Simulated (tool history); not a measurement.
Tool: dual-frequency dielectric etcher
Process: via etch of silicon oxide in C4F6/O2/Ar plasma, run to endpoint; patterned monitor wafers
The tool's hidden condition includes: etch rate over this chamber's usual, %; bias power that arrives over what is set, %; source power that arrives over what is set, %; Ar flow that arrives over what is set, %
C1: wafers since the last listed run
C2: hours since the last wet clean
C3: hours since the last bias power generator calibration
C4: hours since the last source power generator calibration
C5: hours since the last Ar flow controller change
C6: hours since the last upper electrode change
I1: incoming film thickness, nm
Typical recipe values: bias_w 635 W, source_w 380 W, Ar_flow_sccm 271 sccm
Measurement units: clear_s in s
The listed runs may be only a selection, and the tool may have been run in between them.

{"run": 1, "hour": 0.0, "bias_w": 635, "source_w": 380, "Ar_flow_sccm": 271, "C1": 0, "C2": 265.0, "C3": 3933.6, "C4": 3386.6, "C5": 1903.7, "C6": 4268.6, "I1": 114.4, "clear_s": 21.5}
{"run": 2, "hour": 7.9, "bias_w": 635, "source_w": 380, "Ar_flow_sccm": 271, "C1": 105, "C2": 272.9, "C3": 3941.5, "C4": 3394.5, "C5": 1911.6, "C6": 4276.5, "I1": 113.3, "clear_s": 21.2}
{"run": 3, "hour": 20.9, "bias_w": 635, "source_w": 380, "Ar_flow_sccm": 271, "C1": 173, "C2": 285.9, "C3": 3954.5, "C4": 3407.5, "C5": 1924.6, "C6": 4289.5, "I1": 113.9, "clear_s": 21.4}
{"run": 4, "hour": 32.9, "bias_w": 635, "source_w": 380, "Ar_flow_sccm": 271, "C1": 159, "C2": 297.9, "C3": 3966.5, "C4": 3419.5, "C5": 1936.6, "C6": 4301.5, "I1": 114.2, "clear_s": 21.4}
{"run": 5, "hour": 48.5, "bias_w": 635, "source_w": 380, "Ar_flow_sccm": 271, "C1": 207, "C2": 313.5, "C3": 3982.1, "C4": 3435.1, "C5": 1952.2, "C6": 4317.1, "I1": 113.4, "clear_s": 21.3}
{"run": 6, "hour": 64.9, "bias_w": 635, "source_w": 380, "Ar_flow_sccm": 271, "C1": 218, "C2": 329.9, "C3": 3998.5, "C4": 3451.5, "C5": 1968.6, "C6": 4333.5, "I1": 113.9, "clear_s": 21.4}
{"run": 7, "hour": 81.1, "bias_w": 635, "source_w": 380, "Ar_flow_sccm": 271, "C1": 215, "C2": 346.1, "C3": 4014.7, "C4": 3467.7, "C5": 1984.8, "C6": 4349.7, "I1": 113.8, "clear_s": 21.3}
{"hour": 113.6, "done": "wet clean of the chamber"}
{"run": 8, "hour": 114.1, "bias_w": 635, "source_w": 380, "Ar_flow_sccm": 271, "C1": 119, "C2": 0.5, "C3": 4047.7, "C4": 3500.7, "C5": 2017.8, "C6": 4382.7, "I1": 115.0, "clear_s": 21.2}
{"run": 9, "hour": 114.4, "bias_w": 635, "source_w": 380, "Ar_flow_sccm": 271, "C1": 3, "C2": 0.8, "C3": 4048.0, "C4": 3501.0, "C5": 2018.1, "C6": 4383.0, "I1": 113.4, "clear_s": 20.9}
{"hour": 146.3, "done": "source power generator calibrated"}
{"hour": 155.6, "done": "Ar flow controller replaced"}
{"hour": 155.8, "done": "upper electrode replaced"}
{"hour": 170.8, "done": "wet clean of the chamber, repeated, since the last time left the tool worse"}
{"run": 10, "hour": 171.3, "bias_w": 513, "source_w": 380, "Ar_flow_sccm": 271, "C1": 421, "C2": 0.5, "C3": 4104.9, "C4": 25.0, "C5": 15.7, "C6": 15.5, "I1": 113.4, "clear_s": 23.1}
{"run": 11, "hour": 171.7, "bias_w": 513, "source_w": 380, "Ar_flow_sccm": 271, "C1": 5, "C2": 0.9, "C3": 4105.3, "C4": 25.4, "C5": 16.1, "C6": 15.9, "I1": 113.7, "clear_s": 23.4}
{"run": 12, "hour": 172.0, "bias_w": 635, "source_w": 380, "Ar_flow_sccm": 271, "C1": 3, "C2": 1.2, "C3": 4105.6, "C4": 25.7, "C5": 16.4, "C6": 16.2, "I1": 114.9, "clear_s": 22.0}
{"run": 13, "hour": 172.3, "bias_w": 770, "source_w": 410, "Ar_flow_sccm": 253, "C1": 3, "C2": 1.5, "C3": 4105.9, "C4": 26.0, "C5": 16.7, "C6": 16.5, "I1": 114.1, "clear_s": 19.7}
{"run": 14, "hour": 183.5, "bias_w": 570, "source_w": 290, "Ar_flow_sccm": 204, "C1": 149, "C2": 12.7, "C3": 4117.1, "C4": 37.2, "C5": 27.9, "C6": 27.7, "I1": 113.3, "clear_s": 23.7}
{"run": 15, "hour": 194.0, "bias_w": 635, "source_w": 380, "Ar_flow_sccm": 271, "C1": 139, "C2": 23.2, "C3": 4127.6, "C4": 47.7, "C5": 38.4, "C6": 38.2, "I1": 113.6, "clear_s": 21.7}
{"run": 16, "hour": 209.4, "bias_w": 635, "source_w": 380, "Ar_flow_sccm": 271, "C1": 205, "C2": 38.6, "C3": 4143.0, "C4": 63.1, "C5": 53.8, "C6": 53.6, "I1": 113.8, "clear_s": 21.7}
{"run": 17, "hour": 225.9, "bias_w": 635, "source_w": 380, "Ar_flow_sccm": 271, "C1": 219, "C2": 55.1, "C3": 4159.5, "C4": 79.6, "C5": 70.3, "C6": 70.1, "I1": 112.4, "clear_s": 21.5}
{"hour": 233.0, "done": "bias power generator calibrated"}
{"run": 18, "hour": 241.8, "bias_w": 720, "source_w": 340, "Ar_flow_sccm": 271, "C1": 158, "C2": 71.0, "C3": 8.8, "C4": 95.5, "C5": 86.2, "C6": 86.0, "I1": 114.3, "clear_s": 21.8}
{"run": 19, "hour": 249.6, "bias_w": 723, "source_w": 340, "Ar_flow_sccm": 330, "C1": 103, "C2": 78.8, "C3": 16.6, "C4": 103.3, "C5": 94.0, "C6": 93.8, "I1": 112.9, "clear_s": 22.2}
{"run": 20, "hour": 261.5, "bias_w": 687, "source_w": 290, "Ar_flow_sccm": 271, "C1": 158, "C2": 90.7, "C3": 28.5, "C4": 115.2, "C5": 105.9, "C6": 105.7, "I1": 113.2, "clear_s": 23.1}
{"run": 21, "hour": 277.7, "bias_w": 740, "source_w": 310, "Ar_flow_sccm": 271, "C1": 215, "C2": 106.9, "C3": 44.7, "C4": 131.4, "C5": 122.1, "C6": 121.9, "I1": 113.6, "clear_s": 22.1}
{"run": 22, "hour": 291.8, "bias_w": 635, "source_w": 450, "Ar_flow_sccm": 207, "C1": 187, "C2": 121.0, "C3": 58.8, "C4": 145.5, "C5": 136.2, "C6": 136.0, "I1": 114.3, "clear_s": 19.4}
{"run": 23, "hour": 308.0, "bias_w": 635, "source_w": 310, "Ar_flow_sccm": 271, "C1": 215, "C2": 137.2, "C3": 75.0, "C4": 161.7, "C5": 152.4, "C6": 152.2, "I1": 112.7, "clear_s": 23.0}
{"run": 24, "hour": 317.5, "bias_w": 483, "source_w": 380, "Ar_flow_sccm": 271, "C1": 126, "C2": 146.7, "C3": 84.5, "C4": 171.2, "C5": 161.9, "C6": 161.7, "I1": 114.6, "clear_s": 23.8}
{"run": 25, "hour": 331.5, "bias_w": 491, "source_w": 380, "Ar_flow_sccm": 317, "C1": 186, "C2": 160.7, "C3": 98.5, "C4": 185.2, "C5": 175.9, "C6": 175.7, "I1": 113.6, "clear_s": 24.0}

Predict each of these 4 candidate next runs independently; none follows another, all start after run 25:
{"run": "A", "hour": 331.9, "bias_w": 635, "source_w": 470, "Ar_flow_sccm": 271, "C1": 5, "C2": 161.1, "C3": 98.9, "C4": 185.6, "C5": 176.3, "C6": 176.1, "I1": 113.9, "clear_s": "?"}
{"run": "B", "hour": 331.9, "bias_w": 526, "source_w": 380, "Ar_flow_sccm": 271, "C1": 5, "C2": 161.1, "C3": 98.9, "C4": 185.6, "C5": 176.3, "C6": 176.1, "I1": 113.9, "clear_s": "?"}
{"run": "C", "hour": 331.9, "bias_w": 757, "source_w": 300, "Ar_flow_sccm": 212, "C1": 5, "C2": 161.1, "C3": 98.9, "C4": 185.6, "C5": 176.3, "C6": 176.1, "I1": 113.9, "clear_s": "?"}
{"run": "D", "hour": 331.9, "bias_w": 635, "source_w": 450, "Ar_flow_sccm": 309, "C1": 5, "C2": 161.1, "C3": 98.9, "C4": 185.6, "C5": 176.3, "C6": 176.1, "I1": 113.9, "clear_s": "?"}

run=A clear_s=20.1
run=B clear_s=23.1
run=C clear_s=21.4
run=D clear_s=20.9
The same runs, with their run-to-run variation unchanged, on a tool lacking any hidden condition would have given:
run=A clear_s=20.3
run=B clear_s=23.4
run=C clear_s=21.6
run=D clear_s=21.1
